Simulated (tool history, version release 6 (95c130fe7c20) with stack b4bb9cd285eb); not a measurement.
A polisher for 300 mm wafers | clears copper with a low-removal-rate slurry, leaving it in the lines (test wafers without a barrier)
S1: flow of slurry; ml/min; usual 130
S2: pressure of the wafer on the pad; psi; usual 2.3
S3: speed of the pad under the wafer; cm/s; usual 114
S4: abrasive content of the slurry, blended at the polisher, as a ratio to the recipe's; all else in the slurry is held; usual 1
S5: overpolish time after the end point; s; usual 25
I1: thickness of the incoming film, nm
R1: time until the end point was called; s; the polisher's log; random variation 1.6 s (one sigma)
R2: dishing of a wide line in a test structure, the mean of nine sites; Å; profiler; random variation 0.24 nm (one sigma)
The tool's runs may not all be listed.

run 1 hour=0 | S1=130 S2=2.3 S3=126 S4=1 S5=25 | I1=370.4 | R1=157.1 R2=224
run 2 hour=15.4 | S1=130 S2=2.3 S3=126 S4=1 S5=25 | I1=380.8 | R1=162 R2=223
run 3 hour=27.7 | S1=130 S2=2.3 S3=114 S4=1 S5=25 | I1=378.8 | R1=174.3 R2=209
run 4 hour=51.5 | S1=155 S2=2.3 S3=114 S4=1 S5=31 | I1=367.8 | R1=164.2 R2=243
run 5 hour=61.5 | S1=155 S2=2.3 S3=114 S4=1 S5=31 | I1=380.6 | R1=172.3 R2=237
run 6 hour=71.4 | S1=155 S2=2.3 S3=114 S4=1 S5=31 | I1=371.9 | R1=164.8 R2=236
run 7 hour=81.9 | S1=140 S2=2.3 S3=114 S4=1 S5=25 | I1=377.6 | R1=172.1 R2=214
run 8 hour=89.7 | S1=140 S2=2.3 S3=114 S4=1 S5=25 | I1=372 | R1=168.7 R2=214
run 9 hour=96.4 | S1=140 S2=2.3 S3=114 S4=1 S5=25 | I1=371.3 | R1=171.3 R2=212
run 10 hour=110.1 | S1=105 S2=2.3 S3=114 S4=1 S5=25 | I1=373.2 | R1=181.2 R2=209
run 11 hour=119.7 | S1=130 S2=2.3 S3=114 S4=1 S5=25 | I1=373.1 | R1=174.4 R2=216
run 12 hour=127.4 | S1=130 S2=2.3 S3=114 S4=1 S5=32 | I1=373.8 | R1=174.4 R2=240
run 13 hour=142.8 | S1=175 S2=2.3 S3=114 S4=0.7 S5=25 | I1=373.9 | R1=176.3 R2=212
run 14 hour=155.9 | S1=175 S2=1.5 S3=84 S4=1.1 S5=25 | I1=374 | R1=325.3 R2=142
run 15 hour=164.4 | S1=165 S2=2 S3=80 S4=1 S5=25 | I1=374.9 | R1=257.3 R2=169
-- hour=175.5 head pressure recalibrated
run 16 hour=179.1 | S1=165 S2=2.3 S3=82 S4=1 S5=25 | I1=377.5 | R1=239.1 R2=178
run 17 hour=196 | S1=130 S2=2.3 S3=114 S4=1 S5=25 | I1=374 | R1=184 R2=205
-- hour=199.6 slurry blender recalibrated
-- hour=204.9 slurry nozzle cleaned
-- hour=233.8 head pressure recalibrated, repeated, since the last time left the tool worse
run 18 hour=245.9 | S1=155 S2=2.3 S3=152 S4=1 S5=25 | I1=381.3 | R1=122.3 R2=256
-- hour=253.9 worn pad replaced by a new one
run 19 hour=256.8 | S1=175 S2=1.5 S3=84 S4=1.1 S5=25 | I1=381.5 | R1=299.5 R2=154
run 20 hour=264.2 | S1=130 S2=2.3 S3=114 S4=1 S5=25 | I1=370.9 | R1=156 R2=228
run 21 hour=279.5 | S1=130 S2=1.7 S3=114 S4=1.2 S5=35 | I1=379.1 | R1=207.6 R2=230
run 22 hour=287.9 | S1=130 S2=2 S3=114 S4=0.8 S5=25 | I1=373.6 | R1=196.9 R2=205
run 23 hour=302.1 | S1=145 S2=1.7 S3=124 S4=0.75 S5=25 | I1=381 | R1=214.9 R2=190
run 24 hour=312.4 | S1=130 S2=2.3 S3=150 S4=0.8 S5=25 | I1=367.3 | R1=130.3 R2=246
run 25 hour=327.5 | S1=160 S2=2.3 S3=144 S4=1.15 S5=37 | I1=376.8 | R1=124.4 R2=285
run 26 hour=339.4 | S1=105 S2=2.3 S3=114 S4=1 S5=25 | I1=376.7 | R1=171.1 R2=222
run 27 hour=346.4 | S1=130 S2=2.3 S3=114 S4=1.1 S5=25 | I1=371.9 | R1=157.5 R2=229

5 ways to go on from here, each from the tool as it stands after run 27. What would each give?
run A hour=346.9 | S1=130 S2=1.9 S3=114 S4=1 S5=25 | I1=372.5 | R1=? R2=?
run B hour=346.9 | S1=130 S2=2.3 S3=114 S4=1 S5=35 | I1=372.5 | R1=? R2=?
run C hour=346.9 | S1=130 S2=2.3 S3=76 S4=1 S5=25 | I1=372.5 | R1=? R2=?
run D hour=346.9 | S1=130 S2=2.3 S3=114 S4=0.7 S5=21 | I1=372.5 | R1=? R2=?
run E hour=346.9 | S1=130 S2=2.3 S3=104 S4=1 S5=11 | I1=372.5 | R1=? R2=?

run=A R1=194.9 R2=200
run=B R1=161 R2=262
run=C R1=226.3 R2=186
run=D R1=174.7 R2=196
run=E R1=174.2 R2=125
Without the tool's hidden state the same runs would have given:
run=A R1=190.1 R2=203
run=B R1=157.1 R2=265
run=C R1=220.7 R2=189
run=D R1=170.4 R2=199
run=E R1=170 R2=128
